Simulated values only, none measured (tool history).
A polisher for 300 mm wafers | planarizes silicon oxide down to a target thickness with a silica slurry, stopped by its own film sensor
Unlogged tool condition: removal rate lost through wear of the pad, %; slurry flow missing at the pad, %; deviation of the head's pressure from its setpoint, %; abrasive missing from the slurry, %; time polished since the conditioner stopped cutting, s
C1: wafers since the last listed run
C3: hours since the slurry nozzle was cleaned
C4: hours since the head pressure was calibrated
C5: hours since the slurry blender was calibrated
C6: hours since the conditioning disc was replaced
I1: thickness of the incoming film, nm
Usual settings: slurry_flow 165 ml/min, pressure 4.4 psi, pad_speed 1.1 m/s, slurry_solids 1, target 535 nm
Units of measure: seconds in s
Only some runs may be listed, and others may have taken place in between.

run 1 day=0 | slurry_flow=165 pressure=4.4 pad_speed=1.1 slurry_solids=1 target=535 | C1=0 wafers_polished_on_this_pad=918 C3=362.6 C4=160.6 C5=141.9 C6=215.3 | I1=792.6 | seconds=82.2
-- day=0.938 worn pad replaced by a new one
run 2 day=0.958 | slurry_flow=165 pressure=4.4 pad_speed=1.1 slurry_solids=1 target=535 | C1=168 wafers_polished_on_this_pad=4 C3=385.6 C4=183.6 C5=164.9 C6=238.3 | I1=785.4 | seconds=80.3
run 3 day=4.512 | slurry_flow=165 pressure=4.4 pad_speed=1.1 slurry_solids=1 target=535 | C1=755 wafers_polished_on_this_pad=760 C3=470.9 C4=268.9 C5=250.2 C6=323.6 | I1=780.2 | seconds=79.2
-- day=5.712 conditioning disc replaced and pad reconditioned
run 4 day=5.733 | slurry_flow=165 pressure=4.4 pad_speed=1.1 slurry_solids=1 target=604 | C1=241 wafers_polished_on_this_pad=1002 C3=500.2 C4=298.2 C5=279.5 C6=0.5 | I1=799.2 | seconds=64.7
-- day=6.588 worn pad replaced by a new one
run 5 day=6.792 | slurry_flow=165 pressure=4.4 pad_speed=1.1 slurry_solids=1 target=604 | C1=189 wafers_polished_on_this_pad=43 C3=525.6 C4=323.6 C5=304.9 C6=25.9 | I1=788.9 | seconds=62.7
run 6 day=7.396 | slurry_flow=165 pressure=4.4 pad_speed=1.1 slurry_solids=1 target=535 | C1=128 wafers_polished_on_this_pad=171 C3=540.1 C4=338.1 C5=319.4 C6=40.4 | I1=796 | seconds=88.3
-- day=7.542 head pressure recalibrated
run 7 day=8.038 | slurry_flow=165 pressure=4.4 pad_speed=1.1 slurry_solids=1 target=535 | C1=118 wafers_polished_on_this_pad=290 C3=555.5 C4=11.9 C5=334.8 C6=55.8 | I1=783.1 | seconds=81.8
run 8 day=9.121 | slurry_flow=165 pressure=4.4 pad_speed=1.1 slurry_solids=1 target=535 | C1=230 wafers_polished_on_this_pad=520 C3=581.5 C4=37.9 C5=360.8 C6=81.8 | I1=790.7 | seconds=87.4
-- day=9.862 slurry nozzle cleaned
run 9 day=9.971 | slurry_flow=165 pressure=4.4 pad_speed=1.1 slurry_solids=0.75 target=535 | C1=171 wafers_polished_on_this_pad=692 C3=2.6 C4=58.3 C5=381.2 C6=102.2 | I1=778.9 | seconds=96.2
run 10 day=10.717 | slurry_flow=165 pressure=4.4 pad_speed=1.1 slurry_solids=1 target=535 | C1=158 wafers_polished_on_this_pad=851 C3=20.5 C4=76.2 C5=399.1 C6=120.1 | I1=789.9 | seconds=85.9
-- day=10.996 slurry blender recalibrated
-- day=11.817 worn pad replaced by a new one
run 11 day=11.838 | slurry_flow=105 pressure=4.8 pad_speed=1.1 slurry_solids=1 target=599 | C1=185 wafers_polished_on_this_pad=4 C3=47.4 C4=103.1 C5=20.2 C6=147 | I1=800.9 | seconds=76.2
run 12 day=13.158 | slurry_flow=165 pressure=3.9 pad_speed=1.1 slurry_solids=1 target=480 | C1=280 wafers_polished_on_this_pad=285 C3=79.1 C4=134.8 C5=51.9 C6=178.7 | I1=783.9 | seconds=124
-- day=13.938 slurry blender recalibrated, repeated, since the last time left the tool worse
run 13 day=14.642 | slurry_flow=165 pressure=4.4 pad_speed=1.44 slurry_solids=1 target=535 | C1=297 wafers_polished_on_this_pad=582 C3=114.7 C4=170.4 C5=16.9 C6=214.3 | I1=790.5 | seconds=69.7
run 14 day=15.958 | slurry_flow=120 pressure=4.4 pad_speed=1.1 slurry_solids=1 target=447 | C1=279 wafers_polished_on_this_pad=862 C3=146.3 C4=202 C5=48.5 C6=245.9 | I1=794.8 | seconds=114.4
run 15 day=16.554 | slurry_flow=165 pressure=3.2 pad_speed=1.1 slurry_solids=1.1 target=512 | C1=126 wafers_polished_on_this_pad=989 C3=160.6 C4=216.3 C5=62.8 C6=260.2 | I1=780 | seconds=104.9
-- day=17.275 worn pad replaced by a new one
run 16 day=17.996 | slurry_flow=195 pressure=4.4 pad_speed=0.92 slurry_solids=1.15 target=535 | C1=271 wafers_polished_on_this_pad=153 C3=195.2 C4=250.9 C5=97.4 C6=294.8 | I1=794.7 | seconds=81.9

Here are 4 independent what-if runs from the current tool condition. What would each one return?
run A day=18.017 | slurry_flow=210 pressure=4.4 pad_speed=1.1 slurry_solids=1 target=535 | C1=4 wafers_polished_on_this_pad=157 C3=195.7 C4=251.4 C5=97.9 C6=295.3 | I1=789 | seconds=?
run B day=18.017 | slurry_flow=140 pressure=4.4 pad_speed=1.2 slurry_solids=0.9 target=535 | C1=4 wafers_polished_on_this_pad=157 C3=195.7 C4=251.4 C5=97.9 C6=295.3 | I1=789 | seconds=?
run C day=18.017 | slurry_flow=165 pressure=4.4 pad_speed=1.1 slurry_solids=1 target=571 | C1=4 wafers_polished_on_this_pad=157 C3=195.7 C4=251.4 C5=97.9 C6=295.3 | I1=789 | seconds=?
run D day=18.017 | slurry_flow=210 pressure=5.1 pad_speed=1.1 slurry_solids=1 target=611 | C1=4 wafers_polished_on_this_pad=157 C3=195.7 C4=251.4 C5=97.9 C6=295.3 | I1=789 | seconds=?

run=A seconds=77.7
run=B seconds=82.2
run=C seconds=68.7
run=D seconds=48.1
With no hidden state in the tool, these same runs would have given:
run=A seconds=76.5
run=B seconds=80.9
run=C seconds=67.6
run=D seconds=47.4
